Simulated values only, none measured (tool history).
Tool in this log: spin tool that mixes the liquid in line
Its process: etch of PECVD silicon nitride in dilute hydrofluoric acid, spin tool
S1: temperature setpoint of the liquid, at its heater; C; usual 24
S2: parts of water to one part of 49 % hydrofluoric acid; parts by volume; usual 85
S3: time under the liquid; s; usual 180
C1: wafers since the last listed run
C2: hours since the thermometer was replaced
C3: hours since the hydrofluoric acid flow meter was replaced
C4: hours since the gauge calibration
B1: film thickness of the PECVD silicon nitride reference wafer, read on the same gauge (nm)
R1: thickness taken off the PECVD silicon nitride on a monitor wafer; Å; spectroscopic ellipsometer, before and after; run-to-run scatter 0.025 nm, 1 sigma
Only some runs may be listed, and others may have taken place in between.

run   hour    S1   S2   S3  C1      C2     C3     C4      B1     R1
  1      0    24   65  180   0    1886  436.2   19.3     140  134.4
  2    7.6    24   65  180  38  1893.6  443.8   26.9  139.98  134.3
  3   19.5    24   65  180  60  1905.5  455.7   38.8  139.99  134.3
  4   27.6    24   60  180  41  1913.6  463.8   46.9  139.98    146
  5   44.2    24   60  180  84  1930.2  480.4   63.5  140.01  145.7
  6   53.2    24   85  180  45  1939.2  489.4   72.5  140.01  103.7
  7   61.8    24   85  180  43  1947.8    498   81.1     140  103.8
  8   79.4    24   85  180  89  1965.4  515.6   98.7  139.99  104.1
  9   86.3    29  105  100  35  1972.3  522.5  105.6  140.03   65.2
      88.8  -- gauge calibrated
      91.9  -- thermometer replaced
 10   94.9    24   85  180  38       3  531.1    6.1     140  121.9
 11  104.8    24   85  180  50    12.9    541     16  140.01  122.1
       111  -- hydrofluoric acid flow meter replaced
 12  113.6  26.5  115  270  39    21.7    2.6   24.8  139.99  147.8
 13  120.3    24  120  180  34    28.4    9.3   31.5     140   80.3
 14    133  25.5   45  180  64    41.1     22   44.2  140.02  233.1
 15  139.8  19.5   85  180  34    47.9   28.8     51  140.01   83.5
 16  151.2    24   70  270  58    59.3   40.2   62.4     140  205.4

What if the next run were any one of these 3? Each begins from the tool's condition after run 16:
  A  151.7    24   85  125   2  59.8  40.7  62.9   ?   ?
  B  151.7  26.5  110  180   2  59.8  40.7  62.9   ?   ?
  C  151.7    20   85  135   2  59.8  40.7  62.9   ?   ?

run      B1     R1
  A  139.98   78.7
  B  139.98  103.4
  C  139.98   64.9
The same runs, with their run-to-run variation unchanged, on a tool lacking any hidden condition would have given:
run     R1
  A   78.3
  B  102.9
  C   64.6
